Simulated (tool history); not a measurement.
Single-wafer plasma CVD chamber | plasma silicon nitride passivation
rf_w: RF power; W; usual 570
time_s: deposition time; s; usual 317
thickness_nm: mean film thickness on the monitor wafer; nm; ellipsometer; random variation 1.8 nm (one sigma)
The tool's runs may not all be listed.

run	hour	rf_w	time_s	read-back reference wafer on the same gauge, thickness_nm	thickness_nm
1	0	570	317	561.601	492.185
2	15.3	570	317	562.462	490.141
3	26.7	570	317	561.621	487.623
4	50	520	317	562.068	479.94
5	56.8	570	317	561.722	486.862
6	69.8	570	317	562.106	487.553
7	82.2	570	317	562.001	489.368
8	96	570	317	561.818	489.935
9	111.1	545	317	561.813	485.906
10	125.6	570	317	561.785	490.654
11	142.8	570	291	561.994	449.919
12	152.2	570	317	562.072	490.123
13	163.3	570	317	562.193	490.795
14	181.2	570	362	561.635	558.053
15	192	490	317	561.977	468.991
16	209.4	490	317	561.84	472.037
17	221.7	490	317	561.832	471.325
# hour 238: RF generator calibrated
18	238.5	570	317	562.291	497.489
19	247.8	570	277	561.938	436.897
20	260.6	570	317	561.844	498.37
# hour 274.7: gauge calibrated
21	275.9	570	317	562.536	498.771
22	288	570	263	562.25	412.083
23	295.8	535	339	561.955	522.323
24	310.9	570	317	562.503	501.088
# hour 319.8: showerhead replaced
25	326.1	650	374	561.973	610.64
26	335.1	570	317	562.663	497.087
27	345.5	485	282	562.182	424.16
28	362.7	460	356	562.165	525.915
29	379	625	373	561.542	598.852
30	410.2	640	333	562.136	538.069
31	422.8	670	317	561.898	514.511
32	429.6	525	260	562.058	395.337
33	447.1	610	317	561.865	503.842
34	462.3	655	317	561.625	514.55
35	480.4	670	281	562.281	456.298
36	488.9	665	269	562.345	437.935
37	539.2	645	285	561.56	457.828
38	548.1	570	317	561.954	492.984
39	580.5	465	376	561.676	554.406
40	591.9	670	346	562.019	558.179
41	608.7	505	344	562.254	515.504
42	615	570	317	561.893	491.039
43	630	660	380	562.212	611.494
44	638.1	570	317	561.676	490.646

The tool's hidden state at each run:
gauge reads high (%): 0 in every run
H1: delivered RF power above the setpoint (%)
run	H1
1	-7.48
2	-7.55
3	-7.6
4	-7.7
5	-7.73
6	-7.78
7	-7.83
8	-7.87
9	-7.93
10	-7.97
11	-8.02
12	-8.05
13	-8.08
14	-8.13
15	-8.15
16	-8.19
17	-8.22
18	-0.203
19	-0.49
20	-0.868
21	-1.3
22	-1.62
23	-1.82
24	-2.19
25	-2.55
26	-2.75
27	-2.97
28	-3.32
29	-3.63
30	-4.18
31	-4.38
32	-4.49
33	-4.75
34	-4.96
35	-5.2
36	-5.31
37	-5.87
38	-5.96
39	-6.26
40	-6.36
41	-6.5
42	-6.55
43	-6.66
44	-6.72
